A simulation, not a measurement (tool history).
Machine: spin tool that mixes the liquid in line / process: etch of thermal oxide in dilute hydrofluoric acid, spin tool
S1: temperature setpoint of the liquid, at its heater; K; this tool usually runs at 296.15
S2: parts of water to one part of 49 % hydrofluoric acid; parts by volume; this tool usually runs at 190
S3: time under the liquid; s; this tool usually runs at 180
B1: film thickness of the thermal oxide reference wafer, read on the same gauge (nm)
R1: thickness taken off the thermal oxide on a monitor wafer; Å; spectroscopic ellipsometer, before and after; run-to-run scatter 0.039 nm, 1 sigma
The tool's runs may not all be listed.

run    hour      S1   S2   S3       B1      R1
  1       0  294.65  225  180  130.038   35.21
  2    76.9  294.65  225  180  129.993   35.19
  3   130.3  296.15  190  180  130.011   46.91
        186  -- hydrofluoric acid flow meter replaced
  4   211.7  296.15  190  180  130.013   43.77
  5     311  296.15  190  225  130.012   54.03
  6   358.1  296.15  190  225  130.003   55.08
  7   450.2  296.15  190  180   129.97   44.94
  8   511.8  296.15  190  210  130.005   52.92
  9   569.8  296.15  190  210  129.959   54.06
 10   635.3  296.15  190  210  129.981    52.6
 11     861  299.15  190  180  130.016   52.21
 12   938.5  299.65  265  290  130.011   56.01
 13  1038.9  296.15  190  180  129.994   47.95
     1089.8  -- gauge calibrated
 14  1144.2  293.15  115  135  129.944   57.83
 15  1209.2  298.15  220  240  130.052   57.61
     1377.9  -- thermometer replaced
 16    1433  296.15  125  255  130.018  106.26
 17    1491  296.15  190  180  130.022   46.65
     1545.3  -- hydrofluoric acid flow meter replaced
 18  1548.2  296.15  190  180  129.982   44.32
 19  1615.9  292.65  190  230  129.986   49.35
 20  1693.2  291.65  190  115  129.998    23.6
 21  1782.7  296.15  190  180  130.024   45.46
 22  1844.1  296.15  190  120  130.018    29.8
 23  1948.6  296.15  160  125  130.015   38.97

What if the next run were any one of these 4? Each begins from the tool's condition after run 23:
  A  1949.1  296.15  190  180   ?   ?
  B  1949.1  296.15  190  240   ?   ?
  C  1949.1  297.65  130  145   ?   ?
  D  1949.1  292.65  190  180   ?   ?

run       B1     R1
  A  130.019  46.09
  B  130.019  61.45
  C  130.019  61.45
  D  130.019  40.35
Without the tool's unlogged condition, the same runs would have read:
run     R1
  A  42.86
  B  57.15
  C  57.15
  D  37.48

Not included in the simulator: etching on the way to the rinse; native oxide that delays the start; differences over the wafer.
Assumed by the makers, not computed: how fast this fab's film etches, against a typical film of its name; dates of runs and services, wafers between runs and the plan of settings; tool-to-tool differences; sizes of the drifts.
